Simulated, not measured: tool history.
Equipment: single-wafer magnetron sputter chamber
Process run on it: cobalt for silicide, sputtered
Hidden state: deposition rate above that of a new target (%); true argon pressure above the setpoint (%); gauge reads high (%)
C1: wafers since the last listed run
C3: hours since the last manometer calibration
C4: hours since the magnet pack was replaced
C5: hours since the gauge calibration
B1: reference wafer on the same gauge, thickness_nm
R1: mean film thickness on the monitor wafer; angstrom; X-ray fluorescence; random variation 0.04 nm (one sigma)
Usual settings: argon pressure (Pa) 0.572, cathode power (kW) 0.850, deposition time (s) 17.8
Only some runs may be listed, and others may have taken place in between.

Run 1, day 0.000: usual settings; C1 0; wafers on the sputter target 305; C3 1375.6; C4 9243.4; C5 187.5; B1 5.658. Result: R1 68.25 angstrom.
Run 2, day 0.767: usual settings; C1 662; wafers on the sputter target 967; C3 1394.0; C4 9261.8; C5 205.9; B1 5.654. Result: R1 67.35 angstrom.
Run 3, day 2.025: usual settings; C1 1086; wafers on the sputter target 2054; C3 1424.2; C4 9292.0; C5 236.1; B1 5.654. Result: R1 66.61 angstrom.
Run 4, day 3.483: usual settings; C1 1259; wafers on the sputter target 3313; C3 1459.2; C4 9327.0; C5 271.1; B1 5.667. Result: R1 65.55 angstrom.
At day 4.967: sputter target and shields replaced.
Run 5, day 4.988: usual settings; C1 1011; wafers on the sputter target 18; C3 1495.3; C4 9363.1; C5 307.2; B1 5.655. Result: R1 68.98 angstrom.
Run 6, day 5.542: usual settings; C1 478; wafers on the sputter target 497; C3 1508.6; C4 9376.4; C5 320.5; B1 5.653. Result: R1 68.06 angstrom.
Run 7, day 6.925: usual settings; C1 1194; wafers on the sputter target 1691; C3 1541.8; C4 9409.6; C5 353.7; B1 5.646. Result: R1 65.68 angstrom.
Run 8, day 8.308: usual settings; C1 1194; wafers on the sputter target 2886; C3 1575.0; C4 9442.8; C5 386.9; B1 5.648. Result: R1 65.77 angstrom.
At day 8.708: capacitance manometer re-zeroed and calibrated.
Run 9, day 9.075: usual settings but cathode power (kW) 0.800, deposition time (s) 18.7; C1 374; wafers on the sputter target 3260; C3 8.8; C4 9461.2; C5 405.3; B1 5.652. Result: R1 65.18 angstrom.
At day 9.488: gauge calibrated.
At day 10.321: sputter target and shields replaced.
Run 10, day 10.342: usual settings but cathode power (kW) 0.800, deposition time (s) 18.7; C1 805; wafers on the sputter target 16; C3 39.2; C4 9491.6; C5 20.5; B1 5.663. Result: R1 68.41 angstrom.
Run 11, day 10.667: usual settings but cathode power (kW) 0.700; C1 280; wafers on the sputter target 296; C3 47.0; C4 9499.4; C5 28.3; B1 5.656. Result: R1 59.25 angstrom.
Run 12, day 12.162: usual settings but cathode power (kW) 0.900; C1 1291; wafers on the sputter target 1588; C3 82.9; C4 9535.3; C5 64.2; B1 5.643. Result: R1 69.35 angstrom.
Run 13, day 13.312: usual settings but argon pressure (Pa) 0.711, cathode power (kW) 0.750, deposition time (s) 20.5; C1 993; wafers on the sputter target 2581; C3 110.5; C4 9562.9; C5 91.8; B1 5.651. Result: R1 65.43 angstrom.
At day 14.088: magnet pack replaced.
At day 15.150: sputter target and shields replaced.
Run 14, day 17.596: usual settings but cathode power (kW) 0.700, deposition time (s) 20.4; C1 3123; wafers on the sputter target 2111; C3 213.3; C4 84.2; C5 194.6; B1 5.634. Result: R1 65.38 angstrom.
Run 15, day 19.088: usual settings; C1 1288; wafers on the sputter target 3399; C3 249.1; C4 120.0; C5 230.4; B1 5.639. Result: R1 65.65 angstrom.
Run 16, day 20.025: usual settings but cathode power (kW) 1.000, deposition time (s) 20.2; C1 809; wafers on the sputter target 4209; C3 271.6; C4 142.5; C5 252.9; B1 5.641. Result: R1 84.01 angstrom.
At day 20.612: sputter target and shields replaced.
Run 17, day 20.825: usual settings; C1 402; wafers on the sputter target 184; C3 290.8; C4 161.7; C5 272.1; B1 5.653. Result: R1 68.32 angstrom.
Run 18, day 22.008: usual settings but cathode power (kW) 0.700, deposition time (s) 15.1; C1 1021; wafers on the sputter target 1206; C3 319.2; C4 190.1; C5 300.5; B1 5.647. Result: R1 49.57 angstrom.
Run 19, day 23.371: usual settings but argon pressure (Pa) 0.428, cathode power (kW) 0.700, deposition time (s) 16.8; C1 1176; wafers on the sputter target 2383; C3 351.9; C4 222.8; C5 333.2; B1 5.657. Result: R1 57.23 angstrom.
Run 20, day 23.900: usual settings but argon pressure (Pa) 0.673, deposition time (s) 19.3; C1 456; wafers on the sputter target 2840; C3 364.6; C4 235.5; C5 345.9; B1 5.655. Result: R1 68.52 angstrom.

Forecast each of these 5 alternatives for the next run:
Run A, day 23.917: usual settings; C1 14; wafers on the sputter target 2854; C3 365.0; C4 235.9; C5 346.3; B1 ?. Result: R1 ?.
Run B, day 23.917: usual settings but argon pressure (Pa) 0.706; C1 14; wafers on the sputter target 2854; C3 365.0; C4 235.9; C5 346.3; B1 ?. Result: R1 ?.
Run C, day 23.917: usual settings but argon pressure (Pa) 0.769, cathode power (kW) 0.650; C1 14; wafers on the sputter target 2854; C3 365.0; C4 235.9; C5 346.3; B1 ?. Result: R1 ?.
Run D, day 23.917: usual settings but argon pressure (Pa) 0.428; C1 14; wafers on the sputter target 2854; C3 365.0; C4 235.9; C5 346.3; B1 ?. Result: R1 ?.
Run E, day 23.917: usual settings but argon pressure (Pa) 0.666, cathode power (kW) 0.750, deposition time (s) 20.2; C1 14; wafers on the sputter target 2854; C3 365.0; C4 235.9; C5 346.3; B1 ?. Result: R1 ?.

run     B1     R1
  A  5.648  66.03
  B  5.648  62.87
  C  5.648  50.41
  D  5.648  69.66
  E  5.648  65.89
Take away the tool's hidden state, keep each run's random variation, and the runs would have read:
run     R1
  A  68.96
  B  65.67
  C  52.65
  D  72.76
  E  68.81

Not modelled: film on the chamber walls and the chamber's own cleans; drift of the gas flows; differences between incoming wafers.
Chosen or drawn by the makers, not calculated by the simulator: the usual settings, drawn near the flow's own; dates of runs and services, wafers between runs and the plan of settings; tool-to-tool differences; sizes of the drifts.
